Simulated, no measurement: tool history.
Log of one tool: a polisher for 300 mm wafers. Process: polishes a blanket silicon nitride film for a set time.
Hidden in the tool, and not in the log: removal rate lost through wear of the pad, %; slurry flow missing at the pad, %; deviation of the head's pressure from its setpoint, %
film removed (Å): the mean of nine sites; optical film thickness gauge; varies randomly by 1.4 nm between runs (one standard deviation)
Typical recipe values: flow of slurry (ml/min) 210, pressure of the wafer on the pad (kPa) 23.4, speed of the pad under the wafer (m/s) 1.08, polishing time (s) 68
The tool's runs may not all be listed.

| run | hour | flow of slurry (ml/min) | pressure of the wafer on the pad (kPa) | speed of the pad under the wafer (m/s) | polishing time (s) | wafers since the last listed run | wafers polished on this pad | hours since the slurry nozzle was cleaned | hours since the head pressure was calibrated | incoming thickness of the incoming film, nm | film removed (Å) |
|---|---|---|---|---|---|---|---|---|---|---|---|
| 1 | 0 | 210 | 23.4 | 1.08 | 56 | 0 | 567 | 622.2 | 545.8 | 853.2 | 1263 |
| 2 | 34 | 210 | 23.4 | 1.08 | 56 | 197 | 764 | 656.2 | 579.8 | 851.1 | 1282 |
| 3 | 57.2 | 210 | 18.6 | 1.26 | 68 | 134 | 899 | 679.4 | 603 | 833.3 | 1398 |
| 4 | 70.1 | 210 | 23.4 | 1.08 | 68 | 75 | 974 | 692.3 | 615.9 | 860.4 | 1530 |
| 5 | 87.8 | 210 | 23.4 | 1.08 | 68 | 102 | 1077 | 710 | 633.6 | 861.8 | 1549 |
|  | 133.8 | worn pad replaced by a new one, of another model than before |
|  | 135.8 | slurry nozzle cleaned |
| 6 | 163.1 | 210 | 23.4 | 1.08 | 68 | 408 | 164 | 27.3 | 708.9 | 854.4 | 1523 |
| 7 | 218.4 | 210 | 23.4 | 1.08 | 68 | 321 | 486 | 82.6 | 764.2 | 863.2 | 1544 |
| 8 | 230.5 | 210 | 23.4 | 1.08 | 68 | 70 | 556 | 94.7 | 776.3 | 858.2 | 1523 |
| 9 | 263 | 210 | 23.4 | 1.08 | 68 | 189 | 745 | 127.2 | 808.8 | 848.6 | 1517 |
| 10 | 289.6 | 210 | 16.5 | 0.92 | 46 | 154 | 900 | 153.8 | 835.4 | 845 | 824 |
|  | 294.2 | head pressure recalibrated |
| 11 | 307 | 210 | 23.4 | 1.08 | 68 | 89 | 989 | 171.2 | 12.8 | 845.4 | 1412 |
|  | 321.8 | worn pad replaced by a new one |
| 12 | 323.3 | 210 | 23.4 | 1.32 | 79 | 71 | 8 | 187.5 | 29.1 | 844 | 1776 |
| 13 | 337.7 | 210 | 23.4 | 1.08 | 52 | 83 | 92 | 201.9 | 43.5 | 856.7 | 1096 |
| 14 | 356.2 | 210 | 17.9 | 1.08 | 68 | 107 | 199 | 220.4 | 62 | 844.3 | 1234 |
| 15 | 368.2 | 155 | 18.6 | 0.98 | 76 | 69 | 269 | 232.4 | 74 | 840.9 | 1272 |
| 16 | 392.1 | 210 | 17.2 | 1.08 | 82 | 138 | 408 | 256.3 | 97.9 | 833.1 | 1485 |

Had the tool no unlogged condition, and each run kept its random variation, what would the results have been?
| run | film removed (Å) |
|---|---|
| 1 | 1194 |
| 2 | 1209 |
| 3 | 1315 |
| 4 | 1438 |
| 5 | 1453 |
| 6 | 1448 |
| 7 | 1462 |
| 8 | 1442 |
| 9 | 1433 |
| 10 | 777 |
| 11 | 1426 |
| 12 | 1792 |
| 13 | 1105 |
| 14 | 1242 |
| 15 | 1279 |
| 16 | 1491 |
